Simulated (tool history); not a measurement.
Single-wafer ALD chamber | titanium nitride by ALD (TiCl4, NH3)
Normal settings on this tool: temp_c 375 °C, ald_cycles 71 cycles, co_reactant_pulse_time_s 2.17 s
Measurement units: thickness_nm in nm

run    hour  temp_c  ald_cycles  co_reactant_pulse_time_s  read-back reference wafer on the same gauge, thickness_nm  thickness_nm
  1       0     375          71                      2.17                                                      1.411         1.499
  2   105.1     367          71                      2.17                                                       1.41          1.48
  3   148.8     367          71                      2.17                                                       1.41         1.478
  4   213.7     375          71                      2.36                                                      1.409         1.506
  5   311.1     375          71                      2.17                                                      1.407         1.493
  6   416.4     375          71                      2.17                                                      1.405         1.485
  7   455.4     375          71                      2.17                                                      1.405         1.492
  8   528.2     375          71                      2.17                                                      1.403         1.493
  9   796.5     375          71                      2.17                                                      1.401         1.487
 10   871.6     369          71                      2.17                                                      1.399          1.47
 11   917.6     369          71                      2.17                                                      1.399          1.47
 12  1000.7     375          71                      2.17                                                      1.397         1.489
 13  1040.9     375          71                      2.17                                                      1.396          1.49
 14  1090.8     375          71                      2.17                                                      1.396         1.481
 15    1165     375          71                      2.17                                                      1.395         1.484
 16  1272.7     375          71                      2.17                                                      1.393         1.478
     1277.3  -- gauge calibrated
 17  1368.4     375          71                      2.17                                                      1.417         1.502
 18  1450.6     375          71                      2.17                                                      1.416         1.505
 19  1522.7     381          71                      2.17                                                      1.414         1.512
 20  1601.2     375          71                      2.17                                                      1.414         1.501
 21  1667.6     375          71                      2.17                                                      1.412           1.5
     1676.3  -- thermocouple changed; heater temperature recalibrated
 22  1714.2     389          85                      2.48                                                      1.412         1.834
 23  1754.9     386          84                      2.17                                                      1.412           1.8
 24  1796.9     375          71                      2.17                                                      1.411         1.506
 25  1881.6     375          60                      2.17                                                      1.409          1.27
 26  1975.2     388          83                      1.75                                                      1.408         1.749
 27  2045.8     368          76                      1.93                                                      1.407         1.573
 28  2138.6     390          64                      2.48                                                      1.406         1.377
 29  2234.1     375          71                      2.17                                                      1.405         1.491
       2251  -- showerhead replaced
 30  2286.2     388          60                      2.17                                                      1.403         1.274
 31  2348.1     389          71                      2.17                                                      1.403         1.509
 32  2442.2     375          71                      2.17                                                      1.402          1.49
 33  2531.5     379          64                      2.43                                                        1.4         1.358
 34  2613.6     375          71                      1.62                                                      1.399         1.467
 35  2910.9     375          71                      2.17                                                      1.394         1.485
 36  2993.5     375          71                      2.17                                                      1.394         1.477

The logged runs with the hidden state left out (each run's random variation unchanged):
Unlogged tool condition in this case: wafer temperature above the value expected at the setpoint (K); gauge reads high (%).
run  thickness_nm
  1         1.508
  2          1.49
  3         1.489
  4         1.518
  5         1.506
  6           1.5
  7         1.508
  8          1.51
  9         1.508
 10         1.491
 11         1.492
 12         1.514
 13         1.514
 14         1.507
 15         1.511
 16         1.507
 17         1.506
 18          1.51
 19         1.518
 20         1.508
 21         1.508
 22         1.845
 23         1.811
 24         1.516
 25          1.28
 26         1.764
 27         1.588
 28         1.391
 29         1.507
 30         1.289
 31         1.527
 32         1.509
 33         1.378
 34         1.489
 35         1.512
 36         1.505

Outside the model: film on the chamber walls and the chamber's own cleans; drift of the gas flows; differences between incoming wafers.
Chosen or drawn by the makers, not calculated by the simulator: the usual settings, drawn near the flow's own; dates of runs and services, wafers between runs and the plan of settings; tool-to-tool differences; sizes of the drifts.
